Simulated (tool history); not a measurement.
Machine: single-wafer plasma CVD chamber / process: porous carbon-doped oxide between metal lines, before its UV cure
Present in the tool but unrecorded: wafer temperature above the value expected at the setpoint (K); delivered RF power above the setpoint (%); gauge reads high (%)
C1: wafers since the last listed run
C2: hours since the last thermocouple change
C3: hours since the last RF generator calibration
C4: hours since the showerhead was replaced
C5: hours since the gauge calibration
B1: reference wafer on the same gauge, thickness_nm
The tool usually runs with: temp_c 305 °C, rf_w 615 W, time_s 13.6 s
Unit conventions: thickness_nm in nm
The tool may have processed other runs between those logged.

Run 1, hour 0.0: usual settings; C1 0; C2 1605.0; C3 794.6; C4 6172.8; C5 1779.5; B1 73.303. Result: thickness_nm 83.107 nm.
Run 2, hour 79.4: usual settings but time_s 13.0 s; C1 2895; C2 1684.4; C3 874.0; C4 6252.2; C5 1858.9; B1 73.300. Result: thickness_nm 79.357 nm.
Run 3, hour 132.5: usual settings but time_s 13.0 s; C1 1936; C2 1737.5; C3 927.1; C4 6305.3; C5 1912.0; B1 73.301. Result: thickness_nm 80.106 nm.
Run 4, hour 233.0: usual settings but time_s 13.0 s; C1 3664; C2 1838.0; C3 1027.6; C4 6405.8; C5 2012.5; B1 73.296. Result: thickness_nm 79.132 nm.
At hour 250.9: showerhead replaced.
Run 5, hour 331.5: usual settings; C1 3300; C2 1936.5; C3 1126.1; C4 80.6; C5 2111.0; B1 73.325. Result: thickness_nm 83.602 nm.
At hour 338.5: gauge calibrated.
At hour 432.2: thermocouple changed; heater temperature recalibrated.
Run 6, hour 432.7: usual settings; C1 3398; C2 0.5; C3 1227.3; C4 181.8; C5 94.2; B1 73.287. Result: thickness_nm 80.541 nm.
At hour 464.3: RF generator calibrated.
Run 7, hour 481.9: usual settings; C1 1502; C2 49.7; C3 17.6; C4 231.0; C5 143.4; B1 73.327. Result: thickness_nm 80.977 nm.
Run 8, hour 562.5: usual settings; C1 2939; C2 130.3; C3 98.2; C4 311.6; C5 224.0; B1 73.315. Result: thickness_nm 81.007 nm.
Run 9, hour 630.5: usual settings; C1 2479; C2 198.3; C3 166.2; C4 379.6; C5 292.0; B1 73.289. Result: thickness_nm 81.178 nm.
Run 10, hour 676.8: usual settings but rf_w 530 W; C1 1688; C2 244.6; C3 212.5; C4 425.9; C5 338.3; B1 73.298. Result: thickness_nm 73.066 nm.
Run 11, hour 758.6: usual settings; C1 2983; C2 326.4; C3 294.3; C4 507.7; C5 420.1; B1 73.299. Result: thickness_nm 81.031 nm.
Run 12, hour 861.7: usual settings; C1 3759; C2 429.5; C3 397.4; C4 610.8; C5 523.2; B1 73.252. Result: thickness_nm 81.016 nm.
Run 13, hour 917.6: usual settings; C1 2038; C2 485.4; C3 453.3; C4 666.7; C5 579.1; B1 73.313. Result: thickness_nm 81.327 nm.
Run 14, hour 1006.7: usual settings but temp_c 317 °C, rf_w 685 W, time_s 12.8 s; C1 3249; C2 574.5; C3 542.4; C4 755.8; C5 668.2; B1 73.281. Result: thickness_nm 76.633 nm.
Run 15, hour 1072.5: usual settings but temp_c 295 °C; C1 2399; C2 640.3; C3 608.2; C4 821.6; C5 734.0; B1 73.280. Result: thickness_nm 87.211 nm.
Run 16, hour 1112.9: usual settings; C1 1473; C2 680.7; C3 648.6; C4 862.0; C5 774.4; B1 73.281. Result: thickness_nm 81.203 nm.
Run 17, hour 1209.9: usual settings but rf_w 520 W; C1 3537; C2 777.7; C3 745.6; C4 959.0; C5 871.4; B1 73.252. Result: thickness_nm 73.146 nm.
Run 18, hour 1314.7: usual settings but temp_c 313 °C, rf_w 545 W, time_s 15.5 s; C1 3821; C2 882.5; C3 850.4; C4 1063.8; C5 976.2; B1 73.274. Result: thickness_nm 81.598 nm.
Run 19, hour 1359.0: usual settings; C1 1615; C2 926.8; C3 894.7; C4 1108.1; C5 1020.5; B1 73.301. Result: thickness_nm 82.157 nm.
Run 20, hour 1433.8: usual settings but temp_c 319 °C, rf_w 570 W, time_s 15.7 s; C1 2727; C2 1001.6; C3 969.5; C4 1182.9; C5 1095.3; B1 73.311. Result: thickness_nm 82.096 nm.
Run 21, hour 1505.8: usual settings but rf_w 710 W; C1 2625; C2 1073.6; C3 1041.5; C4 1254.9; C5 1167.3; B1 73.320. Result: thickness_nm 90.417 nm.
Run 22, hour 1598.8: usual settings; C1 3391; C2 1166.6; C3 1134.5; C4 1347.9; C5 1260.3; B1 73.259. Result: thickness_nm 82.425 nm.
Run 23, hour 1654.2: usual settings but temp_c 295 °C, rf_w 710 W, time_s 11.5 s; C1 2020; C2 1222.0; C3 1189.9; C4 1403.3; C5 1315.7; B1 73.327. Result: thickness_nm 82.553 nm.
Run 24, hour 1729.5: usual settings but temp_c 312 °C, rf_w 570 W, time_s 15.1 s; C1 2745; C2 1297.3; C3 1265.2; C4 1478.6; C5 1391.0; B1 73.297. Result: thickness_nm 83.108 nm.
Run 25, hour 1769.1: usual settings but rf_w 545 W, time_s 15.9 s; C1 1444; C2 1336.9; C3 1304.8; C4 1518.2; C5 1430.6; B1 73.281. Result: thickness_nm 88.464 nm.
Run 26, hour 1849.5: usual settings but time_s 11.0 s; C1 2931; C2 1417.3; C3 1385.2; C4 1598.6; C5 1511.0; B1 73.298. Result: thickness_nm 67.010 nm.
At hour 1862.6: RF generator calibrated.
Run 27, hour 2041.8: usual settings but temp_c 317 °C, rf_w 720 W; C1 6720; C2 1609.6; C3 179.2; C4 1790.9; C5 1703.3; B1 73.278. Result: thickness_nm 85.559 nm.
Run 28, hour 2146.6: usual settings but temp_c 293 °C, rf_w 675 W, time_s 12.7 s; C1 3821; C2 1714.4; C3 284.0; C4 1895.7; C5 1808.1; B1 73.297. Result: thickness_nm 90.090 nm.
At hour 2172.6: gauge calibrated.
Run 29, hour 2215.0: usual settings; C1 2494; C2 1782.8; C3 352.4; C4 1964.1; C5 42.4; B1 73.288. Result: thickness_nm 83.040 nm.
Run 30, hour 2300.7: usual settings but rf_w 695 W; C1 3125; C2 1868.5; C3 438.1; C4 2049.8; C5 128.1; B1 73.299. Result: thickness_nm 89.884 nm.
Run 31, hour 2538.2: usual settings but temp_c 317 °C, rf_w 685 W, time_s 12.8 s; C1 8660; C2 2106.0; C3 675.6; C4 2287.3; C5 365.6; B1 73.333. Result: thickness_nm 78.604 nm.
Run 32, hour 2612.6: usual settings; C1 2713; C2 2180.4; C3 750.0; C4 2361.7; C5 440.0; B1 73.265. Result: thickness_nm 83.226 nm.
Run 33, hour 2701.7: usual settings; C1 3249; C2 2269.5; C3 839.1; C4 2450.8; C5 529.1; B1 73.310. Result: thickness_nm 84.008 nm.
At hour 2768.5: thermocouple changed; heater temperature recalibrated.
Run 34, hour 2784.9: usual settings but temp_c 293 °C, time_s 11.9 s; C1 2742; C2 16.4; C3 922.3; C4 2534.0; C5 612.3; B1 73.339. Result: thickness_nm 77.609 nm.
Run 35, hour 2845.1: usual settings but rf_w 540 W; C1 2195; C2 76.6; C3 982.5; C4 2594.2; C5 672.5; B1 73.261. Result: thickness_nm 74.724 nm.

Selected run-to-run steps in thickness_nm, each split into two signed amounts: the part the tool would show with no hidden state at all (from settings, incoming material and random variation), and the remainder, which goes to the hidden state together with any gauge scatter not common to the measured and the hidden-state-free results:
Run 5 -> 6: gauge calibrated, thermocouple changed; heater temperature recalibrated. thickness_nm -3.061 nm: hidden state -2.765, all else -0.296.
Run 25 -> 26: rf_w 545 -> 615, time_s 15.9 -> 11.0. thickness_nm -21.454 nm: hidden state -0.242, all else -21.212.
Run 26 -> 27: temp_c 305 -> 317, rf_w 615 -> 720, time_s 11.0 -> 13.6, RF generator calibrated. thickness_nm +18.549 nm: hidden state +0.444, all else +18.105.
Run 27 -> 28: temp_c 317 -> 293, rf_w 720 -> 675, time_s 13.6 -> 12.7. thickness_nm +4.531 nm: hidden state +0.522, all else +4.009.
Run 30 -> 31: temp_c 305 -> 317, rf_w 695 -> 685, time_s 13.6 -> 12.8. thickness_nm -11.280 nm: hidden state -0.125, all else -11.155.
Run 33 -> 34: temp_c 305 -> 293, time_s 13.6 -> 11.9, thermocouple changed; heater temperature recalibrated. thickness_nm -6.399 nm: hidden state -2.237, all else -4.162.
